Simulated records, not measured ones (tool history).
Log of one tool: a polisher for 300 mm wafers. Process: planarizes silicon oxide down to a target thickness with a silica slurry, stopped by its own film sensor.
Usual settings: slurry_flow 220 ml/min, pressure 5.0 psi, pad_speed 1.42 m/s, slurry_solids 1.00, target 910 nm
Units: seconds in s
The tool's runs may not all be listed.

run	hour	slurry_flow	pressure	pad_speed	slurry_solids	target	wafers since the last listed run	wafers polished on this pad	hours since the slurry nozzle was cleaned	hours since the head pressure was calibrated	hours since the slurry blender was calibrated	hours since the conditioning disc was replaced	incoming thickness of the incoming film, nm	seconds
1	0.0	220	6.1	1.60	1.00	910	0	1680	232.1	549.5	119.6	124.3	1320.4	63.0
2	22.5	220	6.1	1.60	1.00	910	243	1924	254.6	572.0	142.1	146.8	1313.1	62.0
# hour 24.9: head pressure recalibrated
# hour 27.5: slurry nozzle cleaned
3	56.6	220	4.0	1.42	1.00	910	336	2260	29.1	31.7	176.2	180.9	1321.9	90.6
# hour 64.5: worn pad replaced by a new one
4	83.3	175	6.7	1.42	0.85	1018	245	203	55.8	58.4	202.9	207.6	1308.9	52.2
5	99.1	220	5.0	1.42	1.00	910	170	374	71.6	74.2	218.7	223.4	1323.0	81.7
6	131.8	220	6.4	1.42	1.25	910	353	727	104.3	106.9	251.4	256.1	1325.0	64.1
7	158.2	220	5.0	1.42	1.10	815	285	1013	130.7	133.3	277.8	282.5	1299.6	94.1
8	180.9	220	5.0	1.42	1.20	845	245	1258	153.4	156.0	300.5	305.2	1314.0	83.4
9	194.8	220	4.0	1.42	0.80	910	150	1408	167.3	169.9	314.4	319.1	1322.7	102.9
10	215.9	220	4.1	1.18	1.00	1011	228	1636	188.4	191.0	335.5	340.2	1309.9	77.5
11	232.4	220	6.1	1.42	1.00	910	178	1815	204.9	207.5	352.0	356.7	1344.3	75.7
# hour 249.1: slurry blender recalibrated
12	254.4	255	5.5	1.42	1.00	910	216	2031	226.9	229.5	5.3	378.7	1321.4	77.7
# hour 270.1: conditioning disc replaced and pad reconditioned
13	281.7	220	5.0	1.42	1.00	910	273	2304	254.2	256.8	32.6	11.6	1319.1	75.7
# hour 303.0: worn pad replaced by a new one
14	303.5	220	5.0	1.74	1.25	1051	192	5	276.0	278.6	54.4	33.4	1322.3	39.0
# hour 330.5: slurry nozzle cleaned
15	334.4	280	5.0	1.42	1.00	1024	323	328	3.9	309.5	85.3	64.3	1312.3	53.3
16	354.8	270	5.0	1.42	1.25	822	220	549	24.3	329.9	105.7	84.7	1295.6	77.0
17	388.4	220	4.3	1.28	1.00	910	363	912	57.9	363.5	139.3	118.3	1336.0	99.0
18	409.5	220	6.4	1.90	1.00	997	228	1140	79.0	384.6	160.4	139.4	1337.2	45.4
19	431.8	220	6.4	1.90	1.00	997	241	1381	101.3	406.9	182.7	161.7	1331.3	44.3
20	466.9	185	4.5	1.42	1.15	967	379	1761	136.4	442.0	217.8	196.8	1325.1	70.4
21	492.6	220	5.0	1.42	0.85	910	277	2039	162.1	467.7	243.5	222.5	1310.4	84.3
22	513.7	185	5.0	1.04	1.00	812	228	2267	183.2	488.8	264.6	243.6	1312.6	122.3
23	527.6	220	5.0	1.42	1.00	910	150	2417	197.1	502.7	278.5	257.5	1334.9	83.3
# hour 534.9: head pressure recalibrated
# hour 562.4: worn pad replaced by a new one
24	563.4	220	4.4	1.02	1.00	910	322	10	232.9	28.5	314.3	293.3	1314.7	111.1
25	593.8	180	5.0	1.42	1.00	910	328	339	263.3	58.9	344.7	323.7	1322.9	82.2

Forecast each of these 4 alternatives for the next run:
A	594.2	220	3.5	1.42	1.00	910	4	343	263.7	59.3	345.1	324.1	1336.5	?
B	594.2	155	3.5	1.42	1.20	1002	4	343	263.7	59.3	345.1	324.1	1336.5	?
C	594.2	220	6.5	1.28	0.75	910	4	343	263.7	59.3	345.1	324.1	1336.5	?
D	594.2	160	3.9	1.42	1.00	910	4	343	263.7	59.3	345.1	324.1	1336.5	?

run	seconds
A	103.7
B	78.8
C	92.9
D	103.0
Without the tool's hidden state the same runs would have given:
run	seconds
A	97.1
B	73.8
C	85.5
D	96.0
